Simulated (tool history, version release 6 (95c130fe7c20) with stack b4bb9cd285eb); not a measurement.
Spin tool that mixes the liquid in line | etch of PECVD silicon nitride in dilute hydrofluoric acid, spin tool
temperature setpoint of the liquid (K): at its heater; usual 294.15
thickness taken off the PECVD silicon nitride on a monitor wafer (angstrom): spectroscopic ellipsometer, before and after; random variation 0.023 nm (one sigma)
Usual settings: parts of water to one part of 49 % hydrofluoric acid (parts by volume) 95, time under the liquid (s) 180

run,hour,temperature setpoint of the liquid (K),parts of water to one part of 49 % hydrofluoric acid (parts by volume),time under the liquid (s),"read-back film thickness of the PECVD silicon nitride reference wafer, read on the same gauge (nm)",thickness taken off the PECVD silicon nitride on a monitor wafer (angstrom)
1,0.0,294.15,95,180,110.003,31.24
2,55.0,294.15,95,180,110.004,31.04
3,144.1,294.15,95,180,110.041,32.22
# hour 175.1: hydrofluoric acid flow meter replaced
4,226.7,296.65,95,180,110.018,35.05
5,328.3,296.65,95,180,110.002,35.47
6,433.7,296.65,95,180,109.950,36.21
7,494.8,294.15,95,180,109.995,30.62
8,552.8,294.15,95,180,109.998,31.51
9,618.7,294.15,65,180,110.003,45.26
10,676.1,294.15,65,180,110.002,46.21
11,752.5,294.15,95,180,109.988,32.07
# hour 753.5: hydrofluoric acid flow meter replaced
12,816.6,294.15,95,180,110.012,30.26
13,880.1,294.15,95,180,110.010,30.12
14,924.8,296.65,65,225,110.005,65.00
# hour 970.6: gauge calibrated
15,976.3,294.15,95,225,109.995,37.85
16,1064.7,290.15,95,180,109.992,23.32
# hour 1094.6: thermometer replaced
17,1123.0,294.15,95,180,110.020,31.26
18,1163.6,290.15,120,240,109.978,25.21
19,1218.3,294.15,110,180,109.996,27.39
20,1309.6,294.15,95,270,110.017,47.35
# hour 1352.6: hydrofluoric acid flow meter replaced
21,1405.7,296.15,115,180,109.990,28.15
22,1579.6,296.15,140,130,110.002,17.21
23,1854.2,294.15,95,180,109.965,31.61
24,1937.2,298.65,75,180,110.003,54.60
25,2002.9,294.15,60,230,109.990,63.76
# hour 2004.8: hydrofluoric acid flow meter replaced
26,2079.7,294.15,95,180,110.022,30.06

The tool's hidden state at each run:
liquid colder than its thermometer reads (K): 0 in every run
gauge reads high (%): 0 in every run
H1: hydrofluoric acid flow above the setpoint (%)
run,H1
1,6.38
2,7.09
3,8.24
4,0.777
5,2.08
6,3.44
7,4.23
8,4.97
9,5.82
10,6.56
11,7.55
12,1.16
13,1.98
14,2.55
15,3.22
16,4.36
17,5.11
18,5.63
19,6.33
20,7.51
21,0.69
22,2.93
23,6.46
24,7.53
25,8.38
26,1.18

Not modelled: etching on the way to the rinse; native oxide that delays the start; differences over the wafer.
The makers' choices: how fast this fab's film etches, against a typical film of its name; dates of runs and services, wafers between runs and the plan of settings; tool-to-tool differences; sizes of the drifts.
